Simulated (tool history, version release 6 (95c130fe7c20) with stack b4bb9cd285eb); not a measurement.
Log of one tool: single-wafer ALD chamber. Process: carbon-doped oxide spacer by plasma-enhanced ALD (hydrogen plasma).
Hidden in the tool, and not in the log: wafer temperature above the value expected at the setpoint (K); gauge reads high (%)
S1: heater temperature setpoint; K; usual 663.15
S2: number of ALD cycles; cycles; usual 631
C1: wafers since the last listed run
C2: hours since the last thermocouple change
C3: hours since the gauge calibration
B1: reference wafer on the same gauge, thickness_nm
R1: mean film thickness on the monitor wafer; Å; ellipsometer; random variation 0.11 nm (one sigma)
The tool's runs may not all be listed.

run	hour	S1	S2	C1	C2	C3	B1	R1
1	0.0	663.15	631	0	452.2	494.4	29.313	329.54
2	99.4	663.15	631	46	551.6	593.8	29.363	329.42
3	187.1	655.15	684	41	639.3	681.5	29.291	357.06
4	244.5	655.15	684	27	696.7	738.9	29.331	356.37
5	304.8	660.15	566	28	757.0	799.2	29.425	296.11
6	375.6	660.15	566	33	827.8	870.0	29.380	294.55
7	421.9	663.15	631	21	874.1	916.3	29.420	326.92
8	499.9	663.15	631	36	952.1	994.3	29.397	328.29
9	606.4	663.15	631	50	1058.6	1100.8	29.417	330.12
10	672.6	663.15	631	31	1124.8	1167.0	29.391	331.66
11	779.3	663.15	631	50	1231.5	1273.7	29.522	329.75
12	863.2	663.15	631	39	1315.4	1357.6	29.514	331.29
13	938.2	663.15	631	35	1390.4	1432.6	29.518	332.01
14	1042.8	663.15	631	49	1495.0	1537.2	29.534	331.42
# hour 1177.9: gauge calibrated
15	1210.3	663.15	631	79	1662.5	32.4	29.110	325.43
16	1313.1	651.15	631	48	1765.3	135.2	29.120	326.64
17	1401.6	651.15	631	41	1853.8	223.7	29.173	325.61
18	1470.8	663.15	631	32	1923.0	292.9	29.139	327.79
19	1558.7	663.15	631	41	2010.9	380.8	29.172	329.14
# hour 1571.4: thermocouple changed; heater temperature recalibrated
20	1606.5	675.15	539	18	35.1	428.6	29.185	274.96
21	1703.0	675.15	539	45	131.6	525.1	29.184	276.13
22	1757.0	652.15	517	25	185.6	579.1	29.236	269.54
23	1830.0	663.15	631	34	258.6	652.1	29.289	328.49
24	1869.8	663.15	596	18	298.4	691.9	29.304	310.47
25	1924.7	663.15	631	25	353.3	746.8	29.320	327.97
26	1970.2	652.15	719	21	398.8	792.3	29.295	377.34
27	2009.8	672.15	599	18	438.4	831.9	29.327	313.25
28	2094.8	663.15	631	40	523.4	916.9	29.319	327.49
29	2154.9	656.15	726	28	583.5	977.0	29.346	379.86
30	2222.7	671.15	588	32	651.3	1044.8	29.372	307.90
31	2319.8	652.15	573	45	748.4	1141.9	29.400	299.66
32	2361.3	658.15	729	19	789.9	1183.4	29.409	379.86
33	2451.7	652.15	750	42	880.3	1273.8	29.399	393.11
34	2543.5	663.15	631	43	972.1	1365.6	29.432	330.09
35	2590.8	667.15	631	22	1019.4	1412.9	29.429	329.60
36	2651.8	654.15	746	28	1080.4	1473.9	29.475	391.59
37	2694.3	650.15	580	20	1122.9	1516.4	29.432	303.31
38	2783.5	650.15	596	42	1212.1	1605.6	29.566	313.05
# hour 2879.1: gauge calibrated
39	2885.9	676.15	631	48	1314.5	6.8	29.074	321.49
40	2991.6	651.15	631	49	1420.2	112.5	29.060	325.66
41	3056.4	663.15	680	30	1485.0	177.3	29.130	351.21
42	3151.5	669.15	708	44	1580.1	272.4	29.106	365.60

Forecast each of these 3 alternatives for the next run:
A	3152.9	670.15	631	0	1581.5	273.8	?	?
B	3152.9	651.15	720	0	1581.5	273.8	?	?
C	3152.9	671.15	737	0	1581.5	273.8	?	?

run	B1	R1
A	29.110	326.15
B	29.110	372.15
C	29.110	380.94
Without the tool's hidden state the same runs would have given:
run	R1
A	325.83
B	371.79
C	380.57
